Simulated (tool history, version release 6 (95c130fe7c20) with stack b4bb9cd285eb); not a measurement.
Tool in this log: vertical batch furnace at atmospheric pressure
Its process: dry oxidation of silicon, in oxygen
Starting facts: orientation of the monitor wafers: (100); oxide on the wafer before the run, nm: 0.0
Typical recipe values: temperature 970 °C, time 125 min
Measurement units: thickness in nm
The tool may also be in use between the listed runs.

run     day  temperature   time  read-back reference wafer on the same gauge, thickness  thickness
  1       0          976    125                                                   77.89      67.44
  2   0.346          976    125                                                   77.82       67.7
  3   1.292          970    138                                                   77.82      69.18
  4   1.825          970    138                                                    77.9      69.06
  5   2.425          970    138                                                   77.73      68.71
  6   3.038          970    125                                                   77.75      64.32
  7   3.396          970    125                                                   77.78      64.78
        5.5  -- thermocouples replaced and temperature profile calibrated
  8   6.112          970    125                                                    77.8      64.25
  9     6.8          970  109.5                                                   77.75       58.4
 10   7.362          970  173.5                                                   77.85      81.58
 11   7.896          970  173.5                                                   77.71      81.36
 12   8.658          970  173.5                                                   77.76      80.96
 13   9.171          970    125                                                   77.83      63.96
 14   9.533          970    125                                                   77.84      64.09
 15   10.15          970    125                                                   77.75      63.92
 16  11.092          994    150                                                   77.77      88.43
 17  11.529          981     78                                                   77.76      50.34
 18  11.988          980    125                                                   77.77      69.11
 19  12.558          987    179                                                   77.73      93.95
 20  13.288          957    183                                                   77.73      75.22
 21  13.683          993    163                                                   77.82      92.62
 22  14.608          962   94.5                                                   77.82      49.09
 23  15.342          948     67                                                   77.92      33.58
 24   15.75          970  173.5                                                   77.83      80.86
 25  16.696          970    125                                                   77.86      63.82
     17.496  -- gauge calibrated
     18.962  -- boat lift adjusted
 26  19.146          957    159                                                   77.72      70.14
 27  19.479          981     78                                                    77.7      51.66
 28  19.962          987   91.5                                                   77.83      60.77
 29  20.317          980  155.5                                                   77.87      83.17
 30  21.267          982    125                                                   77.81       72.5
 31  22.167          953  180.5                                                   77.86       74.2
 32  22.604          951   84.5                                                   77.84      42.35
 33   23.15          988    125                                                   77.75      76.44
 34  24.067          987  170.5                                                   77.82      94.04
 35  26.083          976  103.5                                                   77.91       60.4
 36  26.917          962   94.5                                                   77.89      50.88
 37  27.375          970    125                                                   77.84      66.08
 38  28.225          970    125                                                   77.75      65.84
 39  29.038          955    160                                                   77.83      69.13

4 ways to go on from here, each from the tool as it stands after run 39. What would each give?
  A  29.271          970   125                                                       ?          ?
  B  29.271          970  78.5                                                       ?          ?
  C  29.271          970   162                                                       ?          ?
  D  29.271          946    94                                                       ?          ?

run  read-back reference wafer on the same gauge, thickness  thickness
  A                                                   77.86         66
  B                                                   77.86      47.77
  C                                                   77.86      79.41
  D                                                   77.86      43.35
Without the tool's hidden state the same runs would have given:
run  thickness
  A      66.09
  B      47.84
  C      79.52
  D      43.43
